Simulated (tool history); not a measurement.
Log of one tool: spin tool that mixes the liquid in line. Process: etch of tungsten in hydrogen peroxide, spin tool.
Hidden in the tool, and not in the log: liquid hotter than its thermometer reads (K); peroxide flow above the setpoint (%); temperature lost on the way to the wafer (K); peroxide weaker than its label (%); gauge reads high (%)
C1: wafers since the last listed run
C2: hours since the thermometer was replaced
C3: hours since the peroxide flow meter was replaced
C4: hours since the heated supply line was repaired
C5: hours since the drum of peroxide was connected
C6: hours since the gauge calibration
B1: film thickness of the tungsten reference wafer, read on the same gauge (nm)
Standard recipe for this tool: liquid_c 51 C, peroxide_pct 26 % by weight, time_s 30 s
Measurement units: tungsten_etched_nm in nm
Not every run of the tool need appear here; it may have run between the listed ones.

Run 1, day 0: usual settings; C1 0; C2 783.9; C3 1233.5; C4 1664.4; C5 1234.3; C6 1110.9; B1 129.99. Result: tungsten_etched_nm 98.76 nm.
Run 2, day 2.029: usual settings; C1 746; C2 832.6; C3 1282.2; C4 1713.1; C5 1283; C6 1159.6; B1 129.99. Result: tungsten_etched_nm 98.68 nm.
Run 3, day 5.446: usual settings; C1 1257; C2 914.6; C3 1364.2; C4 1795.1; C5 1365; C6 1241.6; B1 129.99. Result: tungsten_etched_nm 98.6 nm.
Run 4, day 7: usual settings; C1 571; C2 951.9; C3 1401.5; C4 1832.4; C5 1402.3; C6 1278.9; B1 130. Result: tungsten_etched_nm 98.48 nm.
Run 5, day 9.8: usual settings; C1 1030; C2 1019.1; C3 1468.7; C4 1899.6; C5 1469.5; C6 1346.1; B1 130. Result: tungsten_etched_nm 98.35 nm.
At day 14.996: new drum of peroxide connected.
At day 17.146: heated supply line repaired.
Run 6, day 18.296: usual settings; C1 3095; C2 1223; C3 1672.6; C4 27.6; C5 79.2; C6 1550; B1 130. Result: tungsten_etched_nm 101.67 nm.
Run 7, day 20.5: usual settings but peroxide_pct 19 % by weight, time_s 45 s; C1 811; C2 1275.9; C3 1725.5; C4 80.5; C5 132.1; C6 1602.9; B1 130.01. Result: tungsten_etched_nm 130.51 nm.
Run 8, day 22.175: usual settings; C1 616; C2 1316.1; C3 1765.7; C4 120.7; C5 172.3; C6 1643.1; B1 129.99. Result: tungsten_etched_nm 100.7 nm.
At day 23.096: gauge calibrated.
Run 9, day 24.346: usual settings; C1 798; C2 1368.2; C3 1817.8; C4 172.8; C5 224.4; C6 30; B1 129.99. Result: tungsten_etched_nm 100.89 nm.
Run 10, day 26.492: usual settings but liquid_c 45.5 C; C1 789; C2 1419.7; C3 1869.3; C4 224.3; C5 275.9; C6 81.5; B1 130.03. Result: tungsten_etched_nm 71.72 nm.
Run 11, day 29.129: usual settings but liquid_c 45 C, time_s 25 s; C1 970; C2 1483; C3 1932.6; C4 287.6; C5 339.2; C6 144.8; B1 130. Result: tungsten_etched_nm 57.65 nm.
At day 39.25: thermometer replaced.
At day 39.429: peroxide flow meter replaced.
Run 12, day 40.783: usual settings but liquid_c 44.5 C, peroxide_pct 30 % by weight, time_s 40 s; C1 4257; C2 36.8; C3 32.5; C4 567.3; C5 618.9; C6 424.5; B1 130.01. Result: tungsten_etched_nm 94.43 nm.
Run 13, day 43.083: usual settings but liquid_c 55.5 C, time_s 15 s; C1 846; C2 92; C3 87.7; C4 622.5; C5 674.1; C6 479.7; B1 130. Result: tungsten_etched_nm 65.64 nm.
Run 14, day 46.5: usual settings but peroxide_pct 19.5 % by weight; C1 1257; C2 174; C3 169.7; C4 704.5; C5 756.1; C6 561.7; B1 130.01. Result: tungsten_etched_nm 86.6 nm.
Run 15, day 48.975: usual settings but liquid_c 43 C, peroxide_pct 23 % by weight; C1 910; C2 233.4; C3 229.1; C4 763.9; C5 815.5; C6 621.1; B1 130.01. Result: tungsten_etched_nm 56.63 nm.
Run 16, day 50.496: usual settings; C1 559; C2 269.9; C3 265.6; C4 800.4; C5 852; C6 657.6; B1 130. Result: tungsten_etched_nm 99.75 nm.
Run 17, day 52.392: usual settings but liquid_c 41 C, peroxide_pct 30 % by weight; C1 697; C2 315.4; C3 311.1; C4 845.9; C5 897.5; C6 703.1; B1 129.99. Result: tungsten_etched_nm 56.35 nm.
Run 18, day 56.117: usual settings; C1 1370; C2 404.8; C3 400.5; C4 935.3; C5 986.9; C6 792.5; B1 130.01. Result: tungsten_etched_nm 99.6 nm.
Run 19, day 58.933: usual settings; C1 1036; C2 472.4; C3 468.1; C4 1002.9; C5 1054.5; C6 860.1; B1 129.97. Result: tungsten_etched_nm 99.34 nm.
Run 20, day 62.571: usual settings but liquid_c 48.5 C, peroxide_pct 22.5 % by weight, time_s 25 s; C1 1338; C2 559.7; C3 555.4; C4 1090.2; C5 1141.8; C6 947.4; B1 129.99. Result: tungsten_etched_nm 65.04 nm.
Run 21, day 64.133: usual settings; C1 574; C2 597.2; C3 592.9; C4 1127.7; C5 1179.3; C6 984.9; B1 130. Result: tungsten_etched_nm 99.17 nm.
Run 22, day 66.796: usual settings but liquid_c 54 C, peroxide_pct 21.5 % by weight, time_s 35 s; C1 979; C2 661.1; C3 656.8; C4 1191.6; C5 1243.2; C6 1048.8; B1 130.01. Result: tungsten_etched_nm 124.72 nm.
Run 23, day 70.446: usual settings but liquid_c 46.5 C, peroxide_pct 30 % by weight, time_s 15 s; C1 1343; C2 748.7; C3 744.4; C4 1279.2; C5 1330.8; C6 1136.4; B1 130. Result: tungsten_etched_nm 40.23 nm.
Run 24, day 73.038: usual settings but liquid_c 54 C; C1 953; C2 810.9; C3 806.6; C4 1341.4; C5 1393; C6 1198.6; B1 129.99. Result: tungsten_etched_nm 118.72 nm.
At day 73.233: new drum of peroxide connected.
Run 25, day 76.05: usual settings but liquid_c 43 C; C1 1093; C2 883.2; C3 878.9; C4 1413.7; C5 67.6; C6 1270.9; B1 130.01. Result: tungsten_etched_nm 61.37 nm.

Predict each of these 5 candidate next runs independently; none follows another, all start after run 25:
Run A, day 76.067: usual settings; C1 6; C2 883.6; C3 879.3; C4 1414.1; C5 68; C6 1271.3; B1 ?. Result: tungsten_etched_nm ?.
Run B, day 76.067: usual settings but liquid_c 54 C, peroxide_pct 29 % by weight, time_s 25 s; C1 6; C2 883.6; C3 879.3; C4 1414.1; C5 68; C6 1271.3; B1 ?. Result: tungsten_etched_nm ?.
Run C, day 76.067: usual settings but liquid_c 55.5 C; C1 6; C2 883.6; C3 879.3; C4 1414.1; C5 68; C6 1271.3; B1 ?. Result: tungsten_etched_nm ?.
Run D, day 76.067: usual settings but peroxide_pct 19 % by weight, time_s 15 s; C1 6; C2 883.6; C3 879.3; C4 1414.1; C5 68; C6 1271.3; B1 ?. Result: tungsten_etched_nm ?.
Run E, day 76.067: usual settings but liquid_c 58 C, time_s 40 s; C1 6; C2 883.6; C3 879.3; C4 1414.1; C5 68; C6 1271.3; B1 ?. Result: tungsten_etched_nm ?.

run      B1  tungsten_etched_nm
  A  129.99              101.28
  B  129.99              106.77
  C  129.99              132.61
  D  129.99               43.29
  E  129.99              204.74
Without the tool's hidden state the same runs would have given:
run  tungsten_etched_nm
  A              101.65
  B              107.16
  C               133.1
  D               43.45
  E               205.5

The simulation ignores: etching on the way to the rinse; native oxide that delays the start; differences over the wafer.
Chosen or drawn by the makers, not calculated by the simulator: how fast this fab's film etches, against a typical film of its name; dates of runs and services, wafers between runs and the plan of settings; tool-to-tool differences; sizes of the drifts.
